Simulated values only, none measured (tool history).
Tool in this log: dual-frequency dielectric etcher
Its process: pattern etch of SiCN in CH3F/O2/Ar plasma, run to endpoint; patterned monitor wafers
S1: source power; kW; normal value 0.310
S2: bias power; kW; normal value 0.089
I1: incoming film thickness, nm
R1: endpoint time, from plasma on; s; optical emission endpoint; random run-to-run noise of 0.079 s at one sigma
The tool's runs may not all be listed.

run 1 hour=0.0 | S1=0.310 S2=0.089 | I1=9.63 | R1=25.1
run 2 hour=40.7 | S1=0.310 S2=0.089 | I1=9.67 | R1=25.4
run 3 hour=65.2 | S1=0.310 S2=0.089 | I1=9.63 | R1=25.2
run 4 hour=189.7 | S1=0.350 S2=0.100 | I1=9.63 | R1=23.8
run 5 hour=244.5 | S1=0.350 S2=0.100 | I1=9.70 | R1=24.0
run 6 hour=276.9 | S1=0.350 S2=0.100 | I1=9.67 | R1=23.8
run 7 hour=321.4 | S1=0.310 S2=0.089 | I1=9.74 | R1=25.9
-- hour=362.7 wet clean of the chamber
run 8 hour=380.4 | S1=0.310 S2=0.089 | I1=9.64 | R1=25.2
run 9 hour=444.8 | S1=0.310 S2=0.089 | I1=9.71 | R1=25.6
run 10 hour=500.5 | S1=0.250 S2=0.089 | I1=9.63 | R1=26.3
run 11 hour=546.7 | S1=0.310 S2=0.089 | I1=9.67 | R1=25.4
-- hour=559.0 bias power generator calibrated
run 12 hour=588.5 | S1=0.370 S2=0.081 | I1=9.70 | R1=25.3
run 13 hour=654.2 | S1=0.310 S2=0.106 | I1=9.71 | R1=24.1
-- hour=679.9 source power generator calibrated
run 14 hour=694.7 | S1=0.260 S2=0.076 | I1=9.70 | R1=27.9
run 15 hour=737.8 | S1=0.260 S2=0.078 | I1=9.80 | R1=28.1
-- hour=778.3 wet clean of the chamber
-- hour=790.0 upper electrode replaced
run 16 hour=791.2 | S1=0.310 S2=0.089 | I1=9.76 | R1=25.4
run 17 hour=852.7 | S1=0.310 S2=0.077 | I1=9.74 | R1=26.5
run 18 hour=894.1 | S1=0.260 S2=0.076 | I1=9.65 | R1=27.6
run 19 hour=928.6 | S1=0.350 S2=0.073 | I1=9.65 | R1=26.2
run 20 hour=998.7 | S1=0.250 S2=0.077 | I1=9.84 | R1=28.4

Some steps in R1 between neighbouring runs. How much of each would the tool show without its hidden state too (settings, what came in, random variation), and how much is left for the hidden state, with any gauge scatter that isn't in both results?
Unlogged tool condition in this case: etch rate over this chamber's usual, %; source power that arrives over what is set, %; bias power that arrives over what is set, %.
Run 7 -> 8: wet clean of the chamber. R1 -0.7 s: hidden state -0.5, all else -0.2.
Run 13 -> 14: S1 0.310 -> 0.260, S2 0.106 -> 0.076, source power generator calibrated. R1 +3.8 s: hidden state +0.1, all else +3.7.
Run 15 -> 16: S1 0.260 -> 0.310, S2 0.078 -> 0.089, wet clean of the chamber, upper electrode replaced. R1 -2.7 s: hidden state -0.4, all else -2.3.

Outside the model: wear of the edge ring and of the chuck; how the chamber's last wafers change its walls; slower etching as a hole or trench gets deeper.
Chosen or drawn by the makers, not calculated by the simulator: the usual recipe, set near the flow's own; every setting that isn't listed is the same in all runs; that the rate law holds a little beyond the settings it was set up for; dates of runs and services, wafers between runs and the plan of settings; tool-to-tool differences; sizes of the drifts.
